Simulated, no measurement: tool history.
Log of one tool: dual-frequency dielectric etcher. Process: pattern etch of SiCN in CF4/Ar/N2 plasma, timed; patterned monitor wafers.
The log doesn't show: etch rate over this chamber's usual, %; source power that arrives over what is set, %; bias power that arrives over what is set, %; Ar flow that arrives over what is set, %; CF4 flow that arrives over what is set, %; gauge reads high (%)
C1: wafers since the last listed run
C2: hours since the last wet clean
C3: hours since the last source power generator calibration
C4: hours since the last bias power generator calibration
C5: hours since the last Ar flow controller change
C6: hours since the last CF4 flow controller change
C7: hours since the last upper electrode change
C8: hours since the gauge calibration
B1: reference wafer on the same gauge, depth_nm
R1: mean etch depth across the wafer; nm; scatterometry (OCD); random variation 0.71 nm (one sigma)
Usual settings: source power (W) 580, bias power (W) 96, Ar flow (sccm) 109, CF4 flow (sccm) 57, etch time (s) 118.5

run 1 hour=0.0 | source_power_(W)=580 bias_power_(W)=96 Ar_flow_(sccm)=120 CF4_flow_(sccm)=57 etch_time_(s)=118.5 | C1=0 C2=372.7 C3=3833.1 C4=2863.5 C5=2280.4 C6=2084.6 C7=2683.5 C8=2508.6 | B1=111.8 | R1=134.5
run 2 hour=194.4 | source_power_(W)=580 bias_power_(W)=114 Ar_flow_(sccm)=109 CF4_flow_(sccm)=57 etch_time_(s)=118.5 | C1=1177 C2=567.1 C3=4027.5 C4=3057.9 C5=2474.8 C6=2279.0 C7=2877.9 C8=2703.0 | B1=112.3 | R1=148.8
-- hour=213.7 source power generator calibrated
run 3 hour=249.4 | source_power_(W)=580 bias_power_(W)=96 Ar_flow_(sccm)=109 CF4_flow_(sccm)=57 etch_time_(s)=118.5 | C1=308 C2=622.1 C3=35.7 C4=3112.9 C5=2529.8 C6=2334.0 C7=2932.9 C8=2758.0 | B1=112.6 | R1=137.3
run 4 hour=301.9 | source_power_(W)=520 bias_power_(W)=96 Ar_flow_(sccm)=118 CF4_flow_(sccm)=44 etch_time_(s)=118.5 | C1=317 C2=674.6 C3=88.2 C4=3165.4 C5=2582.3 C6=2386.5 C7=2985.4 C8=2810.5 | B1=112.5 | R1=119.8
-- hour=369.5 wet clean of the chamber
run 5 hour=374.3 | source_power_(W)=580 bias_power_(W)=96 Ar_flow_(sccm)=109 CF4_flow_(sccm)=57 etch_time_(s)=118.5 | C1=293 C2=4.8 C3=160.6 C4=3237.8 C5=2654.7 C6=2458.9 C7=3057.8 C8=2882.9 | B1=112.9 | R1=138.8
run 6 hour=445.6 | source_power_(W)=540 bias_power_(W)=96 Ar_flow_(sccm)=109 CF4_flow_(sccm)=57 etch_time_(s)=118.5 | C1=431 C2=76.1 C3=231.9 C4=3309.1 C5=2726.0 C6=2530.2 C7=3129.1 C8=2954.2 | B1=113.2 | R1=131.3
-- hour=560.9 bias power generator calibrated
-- hour=643.5 gauge calibrated
run 7 hour=706.5 | source_power_(W)=580 bias_power_(W)=96 Ar_flow_(sccm)=122 CF4_flow_(sccm)=64 etch_time_(s)=105.5 | C1=1555 C2=337.0 C3=492.8 C4=145.6 C5=2986.9 C6=2791.1 C7=3390.0 C8=63.0 | B1=109.7 | R1=119.0
run 8 hour=745.6 | source_power_(W)=580 bias_power_(W)=115 Ar_flow_(sccm)=135 CF4_flow_(sccm)=57 etch_time_(s)=118.5 | C1=236 C2=376.1 C3=531.9 C4=184.7 C5=3026.0 C6=2830.2 C7=3429.1 C8=102.1 | B1=109.6 | R1=139.9
-- hour=814.2 CF4 flow controller replaced
run 9 hour=850.9 | source_power_(W)=650 bias_power_(W)=96 Ar_flow_(sccm)=119 CF4_flow_(sccm)=57 etch_time_(s)=99.0 | C1=601 C2=481.4 C3=637.2 C4=290.0 C5=3131.3 C6=36.7 C7=3534.4 C8=207.4 | B1=109.6 | R1=123.1
run 10 hour=928.0 | source_power_(W)=510 bias_power_(W)=96 Ar_flow_(sccm)=109 CF4_flow_(sccm)=51 etch_time_(s)=118.5 | C1=466 C2=558.5 C3=714.3 C4=367.1 C5=3208.4 C6=113.8 C7=3611.5 C8=284.5 | B1=109.8 | R1=120.6
-- hour=962.1 Ar flow controller replaced
-- hour=991.8 wet clean of the chamber
run 11 hour=992.3 | source_power_(W)=580 bias_power_(W)=96 Ar_flow_(sccm)=121 CF4_flow_(sccm)=45 etch_time_(s)=118.5 | C1=207 C2=0.5 C3=778.6 C4=431.4 C5=30.2 C6=178.1 C7=3675.8 C8=348.8 | B1=109.7 | R1=128.8
-- hour=1036.5 upper electrode replaced
run 12 hour=1057.7 | source_power_(W)=580 bias_power_(W)=96 Ar_flow_(sccm)=109 CF4_flow_(sccm)=57 etch_time_(s)=118.5 | C1=250 C2=65.9 C3=844.0 C4=496.8 C5=95.6 C6=243.5 C7=21.2 C8=414.2 | B1=109.8 | R1=135.0
run 13 hour=1118.9 | source_power_(W)=710 bias_power_(W)=80 Ar_flow_(sccm)=109 CF4_flow_(sccm)=57 etch_time_(s)=118.5 | C1=370 C2=127.1 C3=905.2 C4=558.0 C5=156.8 C6=304.7 C7=82.4 C8=475.4 | B1=109.8 | R1=147.1
run 14 hour=1188.8 | source_power_(W)=580 bias_power_(W)=96 Ar_flow_(sccm)=100 CF4_flow_(sccm)=57 etch_time_(s)=118.5 | C1=423 C2=197.0 C3=975.1 C4=627.9 C5=226.7 C6=374.6 C7=152.3 C8=545.3 | B1=109.8 | R1=136.8
run 15 hour=1269.9 | source_power_(W)=580 bias_power_(W)=96 Ar_flow_(sccm)=109 CF4_flow_(sccm)=57 etch_time_(s)=118.5 | C1=491 C2=278.1 C3=1056.2 C4=709.0 C5=307.8 C6=455.7 C7=233.4 C8=626.4 | B1=110.0 | R1=135.2
run 16 hour=1375.4 | source_power_(W)=580 bias_power_(W)=96 Ar_flow_(sccm)=123 CF4_flow_(sccm)=50 etch_time_(s)=118.5 | C1=638 C2=383.6 C3=1161.7 C4=814.5 C5=413.3 C6=561.2 C7=338.9 C8=731.9 | B1=110.0 | R1=130.2
run 17 hour=1469.1 | source_power_(W)=500 bias_power_(W)=96 Ar_flow_(sccm)=85 CF4_flow_(sccm)=47 etch_time_(s)=118.5 | C1=567 C2=477.3 C3=1255.4 C4=908.2 C5=507.0 C6=654.9 C7=432.6 C8=825.6 | B1=110.2 | R1=123.2
run 18 hour=1540.0 | source_power_(W)=580 bias_power_(W)=96 Ar_flow_(sccm)=109 CF4_flow_(sccm)=57 etch_time_(s)=118.5 | C1=429 C2=548.2 C3=1326.3 C4=979.1 C5=577.9 C6=725.8 C7=503.5 C8=896.5 | B1=110.2 | R1=135.9
-- hour=1584.1 wet clean of the chamber
run 19 hour=1747.8 | source_power_(W)=480 bias_power_(W)=103 Ar_flow_(sccm)=109 CF4_flow_(sccm)=57 etch_time_(s)=141.0 | C1=1112 C2=163.7 C3=1534.1 C4=1186.9 C5=785.7 C6=933.6 C7=711.3 C8=1104.3 | B1=110.3 | R1=143.5
run 20 hour=1842.6 | source_power_(W)=580 bias_power_(W)=96 Ar_flow_(sccm)=109 CF4_flow_(sccm)=57 etch_time_(s)=118.5 | C1=573 C2=258.5 C3=1628.9 C4=1281.7 C5=880.5 C6=1028.4 C7=806.1 C8=1199.1 | B1=110.6 | R1=135.1
run 21 hour=1917.7 | source_power_(W)=580 bias_power_(W)=96 Ar_flow_(sccm)=109 CF4_flow_(sccm)=57 etch_time_(s)=118.5 | C1=454 C2=333.6 C3=1704.0 C4=1356.8 C5=955.6 C6=1103.5 C7=881.2 C8=1274.2 | B1=110.5 | R1=137.0
run 22 hour=1976.9 | source_power_(W)=710 bias_power_(W)=87 Ar_flow_(sccm)=109 CF4_flow_(sccm)=57 etch_time_(s)=89.0 | C1=358 C2=392.8 C3=1763.2 C4=1416.0 C5=1014.8 C6=1162.7 C7=940.4 C8=1333.4 | B1=110.6 | R1=115.6

Forecast each of these 3 alternatives for the next run:
run A hour=1977.3 | source_power_(W)=680 bias_power_(W)=96 Ar_flow_(sccm)=109 CF4_flow_(sccm)=57 etch_time_(s)=118.5 | C1=2 C2=393.2 C3=1763.6 C4=1416.4 C5=1015.2 C6=1163.1 C7=940.8 C8=1333.8 | B1=? | R1=?
run B hour=1977.3 | source_power_(W)=510 bias_power_(W)=118 Ar_flow_(sccm)=99 CF4_flow_(sccm)=57 etch_time_(s)=141.5 | C1=2 C2=393.2 C3=1763.6 C4=1416.4 C5=1015.2 C6=1163.1 C7=940.8 C8=1333.8 | B1=? | R1=?
run C hour=1977.3 | source_power_(W)=490 bias_power_(W)=115 Ar_flow_(sccm)=97 CF4_flow_(sccm)=57 etch_time_(s)=151.5 | C1=2 C2=393.2 C3=1763.6 C4=1416.4 C5=1015.2 C6=1163.1 C7=940.8 C8=1333.8 | B1=? | R1=?

run=A B1=110.7 R1=155.8
run=B B1=110.7 R1=163.7
run=C B1=110.7 R1=168.3
Without the tool's hidden state the same runs would have given:
run=A R1=153.5
run=B R1=161.3
run=C R1=165.8
